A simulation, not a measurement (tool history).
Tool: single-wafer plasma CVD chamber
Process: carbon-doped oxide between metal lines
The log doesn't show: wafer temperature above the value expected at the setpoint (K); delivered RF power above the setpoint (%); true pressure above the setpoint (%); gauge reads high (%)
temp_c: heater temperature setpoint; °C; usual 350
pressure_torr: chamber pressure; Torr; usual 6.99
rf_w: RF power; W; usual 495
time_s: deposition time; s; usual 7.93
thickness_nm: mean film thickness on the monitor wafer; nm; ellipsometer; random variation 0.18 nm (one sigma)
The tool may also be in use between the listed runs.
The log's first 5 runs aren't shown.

| run | hour | temp_c | pressure_torr | rf_w | time_s | wafers since the last listed run | hours since the last thermocouple change | hours since the last RF generator calibration | hours since the last manometer calibration | hours since the showerhead was replaced | hours since the gauge calibration | read-back reference wafer on the same gauge, thickness_nm | thickness_nm |
|---|---|---|---|---|---|---|---|---|---|---|---|---|---|
| 6 | 180.2 | 350 | 7.47 | 495 | 8.96 | 927 | 1635.6 | 376.5 | 1003.1 | 3938.8 | 860.1 | 42.005 | 51.290 |
| 7 | 248.9 | 350 | 7.47 | 495 | 8.96 | 1831 | 1704.3 | 445.2 | 1071.8 | 4007.5 | 928.8 | 41.972 | 51.633 |
| 8 | 289.0 | 350 | 6.61 | 495 | 7.93 | 1069 | 1744.4 | 485.3 | 1111.9 | 4047.6 | 968.9 | 41.986 | 45.356 |
| 9 | 318.6 | 350 | 6.61 | 495 | 7.93 | 789 | 1774.0 | 514.9 | 1141.5 | 4077.2 | 998.5 | 42.040 | 44.817 |
|  | 356.4 | gauge calibrated |
|  | 363.2 | capacitance manometer re-zeroed and calibrated |
| 10 | 366.4 | 350 | 6.99 | 495 | 7.93 | 1061 | 1821.8 | 562.7 | 3.2 | 4125.0 | 10.0 | 41.929 | 45.349 |
|  | 392.3 | showerhead replaced |
| 11 | 430.8 | 350 | 6.99 | 495 | 7.93 | 1503 | 1886.2 | 627.1 | 67.6 | 38.5 | 74.4 | 41.998 | 45.724 |
| 12 | 462.3 | 350 | 6.99 | 495 | 7.93 | 839 | 1917.7 | 658.6 | 99.1 | 70.0 | 105.9 | 42.032 | 45.206 |
| 13 | 487.0 | 350 | 6.99 | 495 | 7.93 | 658 | 1942.4 | 683.3 | 123.8 | 94.7 | 130.6 | 41.946 | 45.252 |
| 14 | 546.7 | 350 | 6.99 | 495 | 7.93 | 1591 | 2002.1 | 743.0 | 183.5 | 154.4 | 190.3 | 41.963 | 45.541 |
| 15 | 600.9 | 336 | 6.99 | 415 | 6.80 | 1445 | 2056.3 | 797.2 | 237.7 | 208.6 | 244.5 | 41.983 | 34.530 |
|  | 623.2 | thermocouple changed; heater temperature recalibrated |
| 16 | 633.7 | 350 | 6.61 | 495 | 7.93 | 661 | 10.5 | 830.0 | 270.5 | 241.4 | 277.3 | 42.000 | 45.133 |
| 17 | 702.5 | 350 | 5.46 | 590 | 6.95 | 1834 | 79.3 | 898.8 | 339.3 | 310.2 | 346.1 | 42.007 | 44.142 |
| 18 | 739.1 | 350 | 6.99 | 495 | 7.93 | 975 | 115.9 | 935.4 | 375.9 | 346.8 | 382.7 | 42.003 | 45.300 |
| 19 | 838.3 | 350 | 6.99 | 495 | 7.93 | 2644 | 215.1 | 1034.6 | 475.1 | 446.0 | 481.9 | 42.033 | 45.113 |
| 20 | 909.9 | 350 | 5.90 | 565 | 7.93 | 1909 | 286.7 | 1106.2 | 546.7 | 517.6 | 553.5 | 41.974 | 49.574 |

The next listed run, before its measurement:
| 21 | 976.2 | 350 | 6.99 | 495 | 9.24 | 1767 | 353.0 | 1172.5 | 613.0 | 583.9 | 619.8 | ? | ? |

Run 21 gave read-back reference wafer on the same gauge, thickness_nm 42.022, thickness_nm 53.104 nm.
Without the tool's hidden state the same run would have given thickness_nm 53.104 nm.

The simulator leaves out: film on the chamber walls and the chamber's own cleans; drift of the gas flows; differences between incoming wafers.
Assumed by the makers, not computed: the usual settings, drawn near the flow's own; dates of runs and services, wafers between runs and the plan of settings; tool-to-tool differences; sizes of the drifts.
